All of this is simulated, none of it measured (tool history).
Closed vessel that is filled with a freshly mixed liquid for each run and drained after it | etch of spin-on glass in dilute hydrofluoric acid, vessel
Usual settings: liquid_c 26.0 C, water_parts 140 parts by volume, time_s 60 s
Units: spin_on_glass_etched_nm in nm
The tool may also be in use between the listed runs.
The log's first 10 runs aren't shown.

| run | hour | liquid_c | water_parts | time_s | read-back film thickness of the spin-on glass reference wafer, read on the same gauge (nm) | spin_on_glass_etched_nm |
|---|---|---|---|---|---|---|
| 11 | 520.8 | 26.0 | 140 | 60 | 49.99 | 17.96 |
| 12 | 577.8 | 26.0 | 140 | 60 | 50.00 | 18.21 |
|  | 764.1 | hydrofluoric acid flow meter replaced |
| 13 | 772.8 | 23.0 | 140 | 60 | 50.00 | 15.15 |
|  | 787.8 | gauge calibrated |
| 14 | 815.6 | 23.0 | 140 | 60 | 50.01 | 15.32 |
| 15 | 850.7 | 29.0 | 140 | 60 | 50.02 | 19.16 |
| 16 | 879.3 | 29.0 | 140 | 60 | 50.00 | 19.29 |
| 17 | 988.9 | 26.0 | 140 | 60 | 50.05 | 17.24 |
| 18 | 1051.5 | 21.5 | 205 | 60 | 49.97 | 9.25 |
| 19 | 1122.4 | 23.5 | 140 | 50 | 49.97 | 13.03 |
| 20 | 1187.7 | 26.0 | 140 | 60 | 50.01 | 17.52 |
| 21 | 1216.5 | 26.0 | 140 | 60 | 49.98 | 17.18 |
| 22 | 1263.6 | 22.5 | 95 | 45 | 49.99 | 17.57 |
| 23 | 1312.2 | 21.0 | 175 | 50 | 50.01 | 9.20 |
|  | 1344.8 | thermometer replaced |
| 24 | 1355.2 | 29.0 | 95 | 30 | 50.03 | 15.19 |
| 25 | 1408.2 | 30.0 | 85 | 50 | 49.98 | 29.69 |
| 26 | 1473.1 | 26.0 | 140 | 60 | 49.98 | 17.60 |
| 27 | 1523.2 | 23.5 | 180 | 90 | 49.99 | 17.50 |
| 28 | 1553.8 | 26.0 | 140 | 60 | 50.00 | 17.42 |
| 29 | 1616.4 | 26.0 | 75 | 60 | 49.98 | 35.51 |
| 30 | 1642.3 | 29.5 | 115 | 80 | 49.99 | 33.20 |
| 31 | 1677.7 | 22.0 | 140 | 85 | 49.98 | 21.28 |
| 32 | 1802.6 | 26.0 | 180 | 70 | 50.02 | 15.11 |
| 33 | 1869.7 | 26.0 | 140 | 60 | 49.98 | 17.58 |
| 34 | 1928.8 | 26.0 | 140 | 70 | 49.99 | 20.38 |

3 ways to go on from here, each from the tool as it stands after run 34. What would each give?
| A | 1929.5 | 26.0 | 140 | 60 | ? | ? |
| B | 1929.5 | 21.0 | 140 | 60 | ? | ? |
| C | 1929.5 | 29.5 | 170 | 70 | ? | ? |

| run | read-back film thickness of the spin-on glass reference wafer, read on the same gauge (nm) | spin_on_glass_etched_nm |
|---|---|---|
| A | 50.01 | 17.49 |
| B | 50.01 | 14.41 |
| C | 50.01 | 18.43 |
Without the tool's hidden state the same runs would have given:
| run | spin_on_glass_etched_nm |
|---|---|
| A | 17.01 |
| B | 14.02 |
| C | 17.91 |
